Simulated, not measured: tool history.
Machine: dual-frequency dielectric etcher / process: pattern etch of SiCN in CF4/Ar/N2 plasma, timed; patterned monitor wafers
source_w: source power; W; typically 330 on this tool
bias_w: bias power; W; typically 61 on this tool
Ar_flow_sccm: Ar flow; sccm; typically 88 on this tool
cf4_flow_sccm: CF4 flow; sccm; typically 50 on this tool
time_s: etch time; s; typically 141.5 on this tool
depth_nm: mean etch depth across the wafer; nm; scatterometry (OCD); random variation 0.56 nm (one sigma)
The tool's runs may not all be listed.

run   hour  source_w  bias_w  Ar_flow_sccm  cf4_flow_sccm  time_s  read-back reference wafer on the same gauge, depth_nm  depth_nm
  1      0       330      61            88             50   141.5                                                   93.4      85.3
  2     51       330      61            88             50   141.5                                                   93.5      84.2
  3     94       330      61            88             50   141.5                                                   93.4      83.5
  4  176.3       330      61           100             50   141.5                                                   93.5      81.6
  5  251.4       330      61           100             50   141.5                                                   93.5      81.4
  6  294.1       330      61            88             50   141.5                                                   93.4      83.7
     346.1  -- wet clean of the chamber
     364.6  -- CF4 flow controller replaced
  7  378.3       330      61            88             50   141.5                                                   93.5        87
     487.5  -- upper electrode replaced
  8    488       290      61            88             62   141.5                                                   93.4      84.2
     488.6  -- gauge calibrated
  9  516.2       330      61            88             50   141.5                                                   93.5      86.4
 10  613.3       280      67            88             50   141.5                                                   93.6      81.3
       634  -- Ar flow controller replaced
 11  711.3       300      61            88             50   141.5                                                   93.5      81.5
 12  804.6       270      61            73             58   175.5                                                   93.6     101.4
 13  878.9       330      61            88             50   141.5                                                   93.5        85
     951.6  -- wet clean of the chamber
     952.7  -- bias power generator calibrated
 14  986.5       260      72            88             41     124                                                   93.5      68.5

Run 15, settings as shown, results not yet in. Your forecast:
     1007.9  -- source power generator calibrated
 15  1032.8       330      73            88             50   141.5                                                      ?         ?

read-back reference wafer on the same gauge, depth_nm: 93.6
depth_nm: 91.4 nm
Take away the tool's hidden state, keep the run-to-run variation as it was, and the same run would have given depth_nm 92 nm.
